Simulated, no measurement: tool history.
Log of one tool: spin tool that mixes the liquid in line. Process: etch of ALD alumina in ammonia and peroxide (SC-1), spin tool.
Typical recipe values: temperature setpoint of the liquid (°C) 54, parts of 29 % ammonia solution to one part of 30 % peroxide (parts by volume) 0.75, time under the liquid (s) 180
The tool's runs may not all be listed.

| run | hour | temperature setpoint of the liquid (°C) | parts of 29 % ammonia solution to one part of 30 % peroxide (parts by volume) | time under the liquid (s) | read-back film thickness of the ALD alumina reference wafer, read on the same gauge (nm) | thickness taken off the ALD alumina on a monitor wafer (nm) |
|---|---|---|---|---|---|---|
| 1 | 0 | 60.5 | 0.75 | 180 | 109.99 | 11.19 |
| 2 | 22.7 | 60.5 | 0.75 | 180 | 110 | 11.22 |
| 3 | 38.4 | 54 | 0.75 | 245 | 109.96 | 10.89 |
| 4 | 55.8 | 54 | 0.75 | 245 | 110.01 | 10.92 |
| 5 | 69.8 | 54 | 0.75 | 245 | 110.01 | 10.87 |
| 6 | 86.3 | 54 | 0.55 | 180 | 110.01 | 7.69 |
| 7 | 101.7 | 54 | 0.55 | 180 | 110 | 7.76 |
| 8 | 125.5 | 54 | 0.75 | 105 | 109.98 | 4.66 |
|  | 151.9 | ammonia flow meter replaced |
| 9 | 153.8 | 54 | 0.75 | 245 | 109.98 | 10.87 |
|  | 154.9 | thermometer replaced |
| 10 | 180.6 | 54 | 0.55 | 75 | 109.99 | 3.21 |
| 11 | 205.5 | 58 | 0.55 | 115 | 109.98 | 6.11 |
|  | 269.1 | heated supply line repaired |
| 12 | 270.2 | 48.5 | 0.75 | 180 | 110 | 5.89 |
| 13 | 303 | 63 | 0.65 | 225 | 110.05 | 15.67 |
| 14 | 331.6 | 54 | 0.75 | 115 | 110.01 | 5.08 |
| 15 | 360.8 | 54 | 0.75 | 245 | 110.01 | 10.83 |
| 16 | 385.8 | 54 | 1 | 180 | 109.99 | 8.17 |
| 17 | 409.4 | 54 | 0.75 | 220 | 110.01 | 9.71 |
| 18 | 432.1 | 54 | 0.75 | 215 | 110.01 | 9.59 |
| 19 | 445.6 | 54 | 0.75 | 105 | 110.02 | 4.65 |
|  | 455.1 | new drum of ammonia solution connected |
|  | 469.4 | gauge calibrated |
| 20 | 472.4 | 63 | 0.75 | 180 | 109.99 | 12.71 |
| 21 | 502.9 | 62 | 0.75 | 215 | 109.94 | 14.32 |
| 22 | 521.4 | 46.5 | 1.05 | 125 | 110 | 3.79 |
| 23 | 557 | 59.5 | 0.4 | 140 | 110.03 | 7.75 |
| 24 | 569.1 | 44.5 | 0.4 | 90 | 110.05 | 2.22 |
| 25 | 649.3 | 54 | 0.75 | 210 | 110.06 | 9.29 |

Below are 4 alternative next runs, each starting from the tool's condition after run 25. Predict each:
| A | 649.8 | 54 | 0.5 | 180 | ? | ? |
| B | 649.8 | 62 | 0.6 | 180 | ? | ? |
| C | 649.8 | 44.5 | 0.75 | 180 | ? | ? |
| D | 649.8 | 54 | 0.75 | 70 | ? | ? |

| run | read-back film thickness of the ALD alumina reference wafer, read on the same gauge (nm) | thickness taken off the ALD alumina on a monitor wafer (nm) |
|---|---|---|
| A | 110.02 | 7.69 |
| B | 110.02 | 11.87 |
| C | 110.02 | 4.73 |
| D | 110.02 | 3.11 |
Without the tool's unlogged condition, the same runs would have read:
| run | thickness taken off the ALD alumina on a monitor wafer (nm) |
|---|---|
| A | 7.69 |
| B | 11.87 |
| C | 4.73 |
| D | 3.11 |

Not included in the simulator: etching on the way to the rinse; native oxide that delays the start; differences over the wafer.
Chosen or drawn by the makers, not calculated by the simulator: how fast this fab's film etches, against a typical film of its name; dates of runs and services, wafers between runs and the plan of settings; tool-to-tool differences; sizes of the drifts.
